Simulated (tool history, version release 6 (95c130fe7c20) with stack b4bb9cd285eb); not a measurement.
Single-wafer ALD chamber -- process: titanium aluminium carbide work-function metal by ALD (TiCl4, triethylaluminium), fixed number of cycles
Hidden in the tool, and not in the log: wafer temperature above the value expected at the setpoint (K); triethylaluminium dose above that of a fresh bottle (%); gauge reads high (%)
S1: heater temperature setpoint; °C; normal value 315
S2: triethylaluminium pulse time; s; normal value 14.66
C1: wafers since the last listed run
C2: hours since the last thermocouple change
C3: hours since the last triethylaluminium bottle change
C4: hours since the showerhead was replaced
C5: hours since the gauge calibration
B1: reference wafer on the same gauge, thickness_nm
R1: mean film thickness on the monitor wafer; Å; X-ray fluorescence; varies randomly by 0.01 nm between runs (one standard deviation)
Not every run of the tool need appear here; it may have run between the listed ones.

run	hour	S1	S2	C1	C2	C3	C4	C5	B1	R1
1	0.0	315	14.66	0	1256.0	406.8	7192.9	197.2	2.249	21.68
2	34.2	315	14.66	293	1290.2	441.0	7227.1	231.4	2.249	21.71
3	54.6	322	17.43	175	1310.6	461.4	7247.5	251.8	2.250	22.71
4	81.2	322	17.43	228	1337.2	488.0	7274.1	278.4	2.251	22.50
5	93.3	315	14.66	103	1349.3	500.1	7286.2	290.5	2.252	21.60
# hour 117.8: triethylaluminium bottle replaced
# hour 122.4: showerhead replaced
6	122.9	315	14.66	145	1378.9	5.1	0.5	320.1	2.248	19.78
7	136.0	315	14.66	112	1392.0	18.2	13.6	333.2	2.250	19.78
# hour 153.0: gauge calibrated
# hour 157.9: triethylaluminium bottle replaced, repeated, since the last time left the tool worse
8	158.4	315	14.66	123	1414.4	0.5	36.0	5.4	2.249	21.96
# hour 178.2: thermocouple changed; heater temperature recalibrated
9	178.7	330	17.86	105	0.5	20.8	56.3	25.7	2.251	23.44
10	197.2	315	12.72	158	19.0	39.3	74.8	44.2	2.252	21.81
11	214.7	315	14.66	150	36.5	56.8	92.3	61.7	2.251	21.93
12	240.7	309	10.21	223	62.5	82.8	118.3	87.7	2.249	20.63
13	259.7	302	17.17	163	81.5	101.8	137.3	106.7	2.250	20.64
14	276.3	315	14.66	142	98.1	118.4	153.9	123.3	2.249	21.88
15	291.2	326	8.85	127	113.0	133.3	168.8	138.2	2.251	21.44
16	306.8	325	17.81	133	128.6	148.9	184.4	153.8	2.250	22.90

Branching from run 16: 4 alternative next runs. What would each branch give?
A	307.2	315	14.66	3	129.0	149.3	184.8	154.2	?	?
B	307.2	308	18.59	3	129.0	149.3	184.8	154.2	?	?
C	307.2	311	16.94	3	129.0	149.3	184.8	154.2	?	?
D	307.2	310	9.13	3	129.0	149.3	184.8	154.2	?	?

run	B1	R1
A	2.250	21.84
B	2.250	21.31
C	2.250	21.56
D	2.250	20.07
With no hidden state in the tool, these same runs would have given:
run	R1
A	21.86
B	21.32
C	21.57
D	20.19
